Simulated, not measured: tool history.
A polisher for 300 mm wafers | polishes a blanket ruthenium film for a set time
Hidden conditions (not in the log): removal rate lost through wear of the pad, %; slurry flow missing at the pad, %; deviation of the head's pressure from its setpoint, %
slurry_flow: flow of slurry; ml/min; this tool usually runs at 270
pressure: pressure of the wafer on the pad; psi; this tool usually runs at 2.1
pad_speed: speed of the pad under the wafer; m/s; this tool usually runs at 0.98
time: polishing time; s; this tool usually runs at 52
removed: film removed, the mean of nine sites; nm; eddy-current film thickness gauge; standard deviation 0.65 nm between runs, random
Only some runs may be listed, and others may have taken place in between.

| run | day | slurry_flow | pressure | pad_speed | time | wafers since the last listed run | wafers polished on this pad | hours since the slurry nozzle was cleaned | hours since the head pressure was calibrated | incoming thickness of the incoming film, nm | removed |
|---|---|---|---|---|---|---|---|---|---|---|---|
| 1 | 0.000 | 270 | 2.1 | 0.98 | 52 | 0 | 1845 | 191.3 | 1647.0 | 586.3 | 46.9 |
|  | 1.233 | head pressure recalibrated |
|  | 2.329 | worn pad replaced by a new one |
| 2 | 2.446 | 270 | 2.1 | 0.98 | 52 | 303 | 16 | 250.0 | 29.1 | 595.3 | 50.8 |
| 3 | 6.654 | 270 | 2.1 | 0.98 | 52 | 581 | 597 | 351.0 | 130.1 | 580.0 | 48.4 |
| 4 | 8.646 | 270 | 2.1 | 0.98 | 52 | 274 | 872 | 398.8 | 177.9 | 589.6 | 48.4 |
| 5 | 11.504 | 270 | 2.1 | 0.98 | 52 | 394 | 1266 | 467.4 | 246.5 | 586.2 | 48.1 |
| 6 | 13.288 | 270 | 2.1 | 0.98 | 52 | 246 | 1513 | 510.2 | 289.3 | 591.2 | 48.1 |
| 7 | 16.483 | 240 | 2.1 | 0.98 | 52 | 441 | 1954 | 586.9 | 366.0 | 578.8 | 45.5 |
|  | 17.625 | slurry nozzle cleaned |
| 8 | 19.542 | 240 | 2.1 | 0.98 | 52 | 416 | 2370 | 46.0 | 439.4 | 595.6 | 44.0 |
|  | 19.979 | worn pad replaced by a new one |
| 9 | 31.521 | 270 | 2.1 | 1.08 | 52 | 1630 | 1593 | 333.5 | 726.9 | 588.5 | 53.8 |
| 10 | 34.871 | 270 | 2.1 | 0.98 | 52 | 462 | 2056 | 413.9 | 807.3 | 579.8 | 46.9 |
| 11 | 37.958 | 270 | 2.1 | 0.98 | 52 | 426 | 2482 | 488.0 | 881.4 | 594.5 | 44.7 |
|  | 40.517 | worn pad replaced by a new one |
| 12 | 41.338 | 270 | 2.1 | 0.98 | 52 | 443 | 113 | 569.1 | 962.5 | 583.9 | 51.8 |
| 13 | 43.225 | 270 | 2.1 | 0.98 | 52 | 260 | 373 | 614.4 | 1007.8 | 594.3 | 51.6 |
| 14 | 44.800 | 270 | 2.1 | 0.98 | 52 | 217 | 591 | 652.2 | 1045.6 | 589.9 | 50.7 |
| 15 | 47.292 | 330 | 2.4 | 0.74 | 58 | 344 | 935 | 712.0 | 1105.4 | 590.1 | 49.7 |
|  | 48.375 | slurry nozzle cleaned |
| 16 | 51.567 | 270 | 2.1 | 0.72 | 52 | 584 | 1519 | 76.6 | 1208.0 | 586.5 | 36.5 |
|  | 58.125 | worn pad replaced by a new one |
| 17 | 61.229 | 270 | 2.1 | 0.98 | 52 | 1311 | 428 | 308.5 | 1439.9 | 586.7 | 50.7 |
| 18 | 64.508 | 270 | 2.1 | 0.98 | 52 | 452 | 881 | 387.2 | 1518.6 | 594.4 | 51.5 |
| 19 | 68.025 | 270 | 2.1 | 0.98 | 45 | 485 | 1367 | 471.6 | 1603.0 | 593.0 | 43.4 |
| 20 | 70.375 | 315 | 1.6 | 0.98 | 34 | 324 | 1691 | 528.0 | 1659.4 | 582.9 | 24.7 |
|  | 70.646 | head pressure recalibrated |
|  | 71.992 | slurry nozzle cleaned |
|  | 73.779 | worn pad replaced by a new one |
| 21 | 74.579 | 270 | 2.1 | 0.98 | 63 | 540 | 110 | 62.1 | 94.4 | 595.4 | 62.5 |
| 22 | 78.733 | 270 | 2.1 | 0.98 | 61 | 573 | 684 | 161.8 | 194.1 | 578.8 | 58.7 |
| 23 | 82.017 | 270 | 2.1 | 0.98 | 63 | 453 | 1137 | 240.6 | 272.9 | 590.6 | 60.5 |
| 24 | 85.929 | 270 | 2.3 | 0.64 | 52 | 540 | 1677 | 334.5 | 366.8 | 585.9 | 34.6 |
| 25 | 88.383 | 355 | 2.1 | 1.22 | 68 | 338 | 2016 | 393.4 | 425.7 | 590.5 | 78.9 |

Run 26, settings as shown, results not yet in. Your forecast:
| 26 | 91.125 | 270 | 2.5 | 0.98 | 38 | 378 | 2395 | 459.2 | 491.5 | 579.7 | ? |

{"run 26": {"removed": 39.6}}
Had the tool carried no hidden state, the very same run would have given removed 44.6 nm.
